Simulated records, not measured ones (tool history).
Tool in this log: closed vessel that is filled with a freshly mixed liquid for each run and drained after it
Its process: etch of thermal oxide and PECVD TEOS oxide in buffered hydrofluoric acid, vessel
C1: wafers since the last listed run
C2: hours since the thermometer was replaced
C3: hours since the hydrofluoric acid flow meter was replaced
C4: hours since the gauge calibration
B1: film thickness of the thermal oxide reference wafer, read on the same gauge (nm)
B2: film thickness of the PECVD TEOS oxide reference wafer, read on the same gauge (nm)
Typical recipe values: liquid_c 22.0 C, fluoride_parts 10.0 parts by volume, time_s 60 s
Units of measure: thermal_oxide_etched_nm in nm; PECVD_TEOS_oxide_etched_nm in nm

{"run": 1, "hour": 0.0, "liquid_c": 22.0, "fluoride_parts": 10.0, "time_s": 60, "C1": 0, "C2": 883.4, "C3": 803.7, "C4": 591.9, "B1": 30.01, "B2": 40.02, "thermal_oxide_etched_nm": 59.53, "PECVD_TEOS_oxide_etched_nm": 77.4}
{"run": 2, "hour": 32.9, "liquid_c": 20.0, "fluoride_parts": 10.0, "time_s": 60, "C1": 2332, "C2": 916.3, "C3": 836.6, "C4": 624.8, "B1": 29.99, "B2": 40.02, "thermal_oxide_etched_nm": 53.09, "PECVD_TEOS_oxide_etched_nm": 69.79}
{"run": 3, "hour": 48.4, "liquid_c": 20.0, "fluoride_parts": 10.0, "time_s": 60, "C1": 1099, "C2": 931.8, "C3": 852.1, "C4": 640.3, "B1": 30.01, "B2": 39.98, "thermal_oxide_etched_nm": 52.7, "PECVD_TEOS_oxide_etched_nm": 68.77}
{"run": 4, "hour": 73.7, "liquid_c": 20.0, "fluoride_parts": 10.0, "time_s": 60, "C1": 1793, "C2": 957.1, "C3": 877.4, "C4": 665.6, "B1": 30.01, "B2": 39.99, "thermal_oxide_etched_nm": 53.04, "PECVD_TEOS_oxide_etched_nm": 69.75}
{"run": 5, "hour": 105.2, "liquid_c": 22.0, "fluoride_parts": 10.0, "time_s": 60, "C1": 2233, "C2": 988.6, "C3": 908.9, "C4": 697.1, "B1": 30.01, "B2": 40.01, "thermal_oxide_etched_nm": 58.78, "PECVD_TEOS_oxide_etched_nm": 77.5}
{"run": 6, "hour": 140.0, "liquid_c": 22.0, "fluoride_parts": 10.0, "time_s": 60, "C1": 2467, "C2": 1023.4, "C3": 943.7, "C4": 731.9, "B1": 30.0, "B2": 39.99, "thermal_oxide_etched_nm": 58.59, "PECVD_TEOS_oxide_etched_nm": 77.09}
{"run": 7, "hour": 169.9, "liquid_c": 22.0, "fluoride_parts": 10.0, "time_s": 60, "C1": 2120, "C2": 1053.3, "C3": 973.6, "C4": 761.8, "B1": 29.99, "B2": 39.98, "thermal_oxide_etched_nm": 58.75, "PECVD_TEOS_oxide_etched_nm": 75.91}
{"run": 8, "hour": 201.7, "liquid_c": 22.0, "fluoride_parts": 10.0, "time_s": 60, "C1": 2254, "C2": 1085.1, "C3": 1005.4, "C4": 793.6, "B1": 30.01, "B2": 40.0, "thermal_oxide_etched_nm": 58.66, "PECVD_TEOS_oxide_etched_nm": 75.89}
{"run": 9, "hour": 229.2, "liquid_c": 22.0, "fluoride_parts": 13.0, "time_s": 60, "C1": 1949, "C2": 1112.6, "C3": 1032.9, "C4": 821.1, "B1": 30.0, "B2": 40.03, "thermal_oxide_etched_nm": 45.3, "PECVD_TEOS_oxide_etched_nm": 59.66}
{"run": 10, "hour": 253.7, "liquid_c": 22.0, "fluoride_parts": 10.0, "time_s": 60, "C1": 1737, "C2": 1137.1, "C3": 1057.4, "C4": 845.6, "B1": 29.99, "B2": 39.99, "thermal_oxide_etched_nm": 58.02, "PECVD_TEOS_oxide_etched_nm": 75.87}
{"run": 11, "hour": 272.6, "liquid_c": 22.0, "fluoride_parts": 10.0, "time_s": 60, "C1": 1340, "C2": 1156.0, "C3": 1076.3, "C4": 864.5, "B1": 30.0, "B2": 39.99, "thermal_oxide_etched_nm": 57.91, "PECVD_TEOS_oxide_etched_nm": 76.03}
{"run": 12, "hour": 298.4, "liquid_c": 22.0, "fluoride_parts": 10.0, "time_s": 60, "C1": 1829, "C2": 1181.8, "C3": 1102.1, "C4": 890.3, "B1": 30.0, "B2": 40.02, "thermal_oxide_etched_nm": 57.48, "PECVD_TEOS_oxide_etched_nm": 76.2}
{"run": 13, "hour": 317.9, "liquid_c": 22.0, "fluoride_parts": 10.0, "time_s": 45, "C1": 1382, "C2": 1201.3, "C3": 1121.6, "C4": 909.8, "B1": 29.99, "B2": 39.97, "thermal_oxide_etched_nm": 43.42, "PECVD_TEOS_oxide_etched_nm": 57.1}
{"run": 14, "hour": 330.2, "liquid_c": 22.0, "fluoride_parts": 10.0, "time_s": 85, "C1": 872, "C2": 1213.6, "C3": 1133.9, "C4": 922.1, "B1": 30.01, "B2": 40.0, "thermal_oxide_etched_nm": 82.33, "PECVD_TEOS_oxide_etched_nm": 108.53}
{"run": 15, "hour": 364.1, "liquid_c": 22.0, "fluoride_parts": 7.5, "time_s": 70, "C1": 2403, "C2": 1247.5, "C3": 1167.8, "C4": 956.0, "B1": 30.0, "B2": 39.96, "thermal_oxide_etched_nm": 86.85, "PECVD_TEOS_oxide_etched_nm": 113.64}
{"hour": 373.4, "done": "gauge calibrated"}
{"run": 16, "hour": 394.0, "liquid_c": 18.0, "fluoride_parts": 6.5, "time_s": 30, "C1": 2120, "C2": 1277.4, "C3": 1197.7, "C4": 20.6, "B1": 30.0, "B2": 40.0, "thermal_oxide_etched_nm": 34.59, "PECVD_TEOS_oxide_etched_nm": 45.18}
{"run": 17, "hour": 420.5, "liquid_c": 18.0, "fluoride_parts": 10.0, "time_s": 50, "C1": 1878, "C2": 1303.9, "C3": 1224.2, "C4": 47.1, "B1": 30.0, "B2": 40.03, "thermal_oxide_etched_nm": 38.5, "PECVD_TEOS_oxide_etched_nm": 49.94}
{"run": 18, "hour": 449.2, "liquid_c": 20.0, "fluoride_parts": 8.5, "time_s": 90, "C1": 2034, "C2": 1332.6, "C3": 1252.9, "C4": 75.8, "B1": 29.99, "B2": 40.04, "thermal_oxide_etched_nm": 87.03, "PECVD_TEOS_oxide_etched_nm": 113.36}
{"run": 19, "hour": 473.3, "liquid_c": 25.0, "fluoride_parts": 7.5, "time_s": 60, "C1": 1708, "C2": 1356.7, "C3": 1277.0, "C4": 99.9, "B1": 29.99, "B2": 40.0, "thermal_oxide_etched_nm": 87.13, "PECVD_TEOS_oxide_etched_nm": 114.59}
{"run": 20, "hour": 507.8, "liquid_c": 22.0, "fluoride_parts": 10.0, "time_s": 95, "C1": 2446, "C2": 1391.2, "C3": 1311.5, "C4": 134.4, "B1": 29.97, "B2": 40.02, "thermal_oxide_etched_nm": 90.49, "PECVD_TEOS_oxide_etched_nm": 117.06}
{"run": 21, "hour": 536.0, "liquid_c": 22.0, "fluoride_parts": 10.0, "time_s": 60, "C1": 1999, "C2": 1419.4, "C3": 1339.7, "C4": 162.6, "B1": 30.0, "B2": 39.99, "thermal_oxide_etched_nm": 56.72, "PECVD_TEOS_oxide_etched_nm": 74.3}
{"hour": 559.5, "done": "hydrofluoric acid flow meter replaced"}
{"hour": 602.8, "done": "thermometer replaced"}
{"run": 22, "hour": 632.2, "liquid_c": 22.0, "fluoride_parts": 10.0, "time_s": 60, "C1": 6679, "C2": 29.4, "C3": 72.7, "C4": 258.8, "B1": 29.99, "B2": 40.01, "thermal_oxide_etched_nm": 63.55, "PECVD_TEOS_oxide_etched_nm": 84.51}
{"run": 23, "hour": 661.1, "liquid_c": 26.0, "fluoride_parts": 7.5, "time_s": 60, "C1": 2049, "C2": 58.3, "C3": 101.6, "C4": 287.7, "B1": 30.0, "B2": 40.03, "thermal_oxide_etched_nm": 103.34, "PECVD_TEOS_oxide_etched_nm": 135.22}
{"run": 24, "hour": 707.5, "liquid_c": 22.0, "fluoride_parts": 10.0, "time_s": 60, "C1": 3289, "C2": 104.7, "C3": 148.0, "C4": 334.1, "B1": 30.02, "B2": 40.02, "thermal_oxide_etched_nm": 63.46, "PECVD_TEOS_oxide_etched_nm": 83.17}
{"run": 25, "hour": 725.3, "liquid_c": 26.5, "fluoride_parts": 6.5, "time_s": 30, "C1": 1262, "C2": 122.5, "C3": 165.8, "C4": 351.9, "B1": 29.98, "B2": 40.0, "thermal_oxide_etched_nm": 61.23, "PECVD_TEOS_oxide_etched_nm": 78.74}
{"run": 26, "hour": 744.9, "liquid_c": 22.0, "fluoride_parts": 10.0, "time_s": 60, "C1": 1389, "C2": 142.1, "C3": 185.4, "C4": 371.5, "B1": 30.02, "B2": 40.0, "thermal_oxide_etched_nm": 63.03, "PECVD_TEOS_oxide_etched_nm": 82.38}
{"run": 27, "hour": 777.0, "liquid_c": 26.0, "fluoride_parts": 12.0, "time_s": 60, "C1": 2276, "C2": 174.2, "C3": 217.5, "C4": 403.6, "B1": 30.01, "B2": 40.0, "thermal_oxide_etched_nm": 65.41, "PECVD_TEOS_oxide_etched_nm": 86.12}

3 ways to go on from here, each from the tool as it stands after run 27. What would each give?
{"run": "A", "hour": 777.7, "liquid_c": 25.5, "fluoride_parts": 10.0, "time_s": 60, "C1": 49, "C2": 174.9, "C3": 218.2, "C4": 404.3, "B1": "?", "B2": "?", "thermal_oxide_etched_nm": "?", "PECVD_TEOS_oxide_etched_nm": "?"}
{"run": "B", "hour": 777.7, "liquid_c": 20.0, "fluoride_parts": 10.0, "time_s": 75, "C1": 49, "C2": 174.9, "C3": 218.2, "C4": 404.3, "B1": "?", "B2": "?", "thermal_oxide_etched_nm": "?", "PECVD_TEOS_oxide_etched_nm": "?"}
{"run": "C", "hour": 777.7, "liquid_c": 22.0, "fluoride_parts": 10.0, "time_s": 80, "C1": 49, "C2": 174.9, "C3": 218.2, "C4": 404.3, "B1": "?", "B2": "?", "thermal_oxide_etched_nm": "?", "PECVD_TEOS_oxide_etched_nm": "?"}

run=A B1=30.00 B2=39.98 thermal_oxide_etched_nm=76.08 PECVD_TEOS_oxide_etched_nm=99.43
run=B B1=30.00 B2=39.98 thermal_oxide_etched_nm=70.23 PECVD_TEOS_oxide_etched_nm=91.78
run=C B1=30.00 B2=39.98 thermal_oxide_etched_nm=83.75 PECVD_TEOS_oxide_etched_nm=109.45
With the hidden condition removed and each run's random variation left untouched, the same runs would have given:
run=A thermal_oxide_etched_nm=78.83 PECVD_TEOS_oxide_etched_nm=103.02
run=B thermal_oxide_etched_nm=72.83 PECVD_TEOS_oxide_etched_nm=95.17
run=C thermal_oxide_etched_nm=86.82 PECVD_TEOS_oxide_etched_nm=113.46
